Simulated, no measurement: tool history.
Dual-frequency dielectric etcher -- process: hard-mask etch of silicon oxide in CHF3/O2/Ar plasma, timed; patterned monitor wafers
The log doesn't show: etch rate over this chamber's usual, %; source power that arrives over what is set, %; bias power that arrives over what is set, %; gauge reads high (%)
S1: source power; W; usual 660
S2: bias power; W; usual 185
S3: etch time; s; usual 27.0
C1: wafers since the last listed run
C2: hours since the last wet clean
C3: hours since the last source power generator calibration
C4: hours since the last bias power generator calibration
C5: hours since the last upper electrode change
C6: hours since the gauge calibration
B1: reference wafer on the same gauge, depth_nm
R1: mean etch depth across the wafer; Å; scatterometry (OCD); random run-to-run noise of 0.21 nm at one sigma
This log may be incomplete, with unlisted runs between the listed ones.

run,hour,S1,S2,S3,C1,C2,C3,C4,C5,C6,B1,R1
1,0.0,750,185,27.0,0,73.8,2910.2,3452.4,4758.1,60.7,43.8,524
2,16.7,660,185,33.5,292,90.5,2926.9,3469.1,4774.8,77.4,43.8,617
3,32.5,730,185,27.0,277,106.3,2942.7,3484.9,4790.6,93.2,43.8,519
4,49.0,740,185,27.0,289,122.8,2959.2,3501.4,4807.1,109.7,43.8,518
5,63.0,740,185,27.0,245,136.8,2973.2,3515.4,4821.1,123.7,43.8,522
6,77.1,740,185,27.0,247,150.9,2987.3,3529.5,4835.2,137.8,43.8,519
7,84.9,660,185,27.0,136,158.7,2995.1,3537.3,4843.0,145.6,43.8,495
8,95.1,660,185,27.0,178,168.9,3005.3,3547.5,4853.2,155.8,43.8,499
# hour 123.0: upper electrode replaced
9,123.5,660,185,25.0,77,197.3,3033.7,3575.9,0.5,184.2,43.8,459
10,123.8,660,185,25.0,5,197.6,3034.0,3576.2,0.8,184.5,43.8,465
# hour 129.0: source power generator calibrated
11,129.9,660,185,25.0,36,203.7,0.9,3582.3,6.9,190.6,43.8,462
# hour 138.3: bias power generator calibrated
12,138.8,660,185,27.0,85,212.6,9.8,0.5,15.8,199.5,43.8,499
13,144.7,660,185,27.0,103,218.5,15.7,6.4,21.7,205.4,43.8,498
# hour 148.5: gauge calibrated
14,159.7,660,185,24.0,263,233.5,30.7,21.4,36.7,11.2,43.8,443
15,177.4,520,185,20.0,310,251.2,48.4,39.1,54.4,28.9,43.8,338
16,194.4,660,185,27.0,298,268.2,65.4,56.1,71.4,45.9,43.8,499
17,216.4,660,185,25.0,385,290.2,87.4,78.1,93.4,67.9,43.8,462
18,228.5,770,185,24.5,212,302.3,99.5,90.2,105.5,80.0,43.8,478
# hour 264.4: wet clean of the chamber
19,264.9,660,185,27.0,217,0.5,135.9,126.6,141.9,116.4,43.8,498
20,265.2,550,185,27.0,5,0.8,136.2,126.9,142.2,116.7,43.8,467
21,275.8,810,222,23.0,185,11.4,146.8,137.5,152.8,127.3,43.8,490
22,283.1,550,142,32.0,128,18.7,154.1,144.8,160.1,134.6,43.8,504
23,309.5,660,213,27.0,463,45.1,180.5,171.2,186.5,161.0,43.8,525
24,323.5,660,185,19.5,245,59.1,194.5,185.2,200.5,175.0,43.8,360
25,329.8,660,170,22.5,110,65.4,200.8,191.5,206.8,181.3,43.8,401
26,341.9,660,185,27.0,212,77.5,212.9,203.6,218.9,193.4,43.8,502
27,350.9,800,185,27.0,157,86.5,221.9,212.6,227.9,202.4,43.8,536

Each row is a separate what-if for the run after 27, all from the same tool condition, not one after another. Results?
A,351.3,660,185,20.5,7,86.9,222.3,213.0,228.3,202.8,?,?
B,351.3,660,161,27.0,7,86.9,222.3,213.0,228.3,202.8,?,?
C,351.3,530,185,25.0,7,86.9,222.3,213.0,228.3,202.8,?,?
D,351.3,660,185,30.0,7,86.9,222.3,213.0,228.3,202.8,?,?

run,B1,R1
A,43.8,379
B,43.8,475
C,43.8,426
D,43.8,554
Stripped of hidden state, with their random variation kept, the same runs would have yielded:
run,R1
A,379
B,475
C,426
D,554
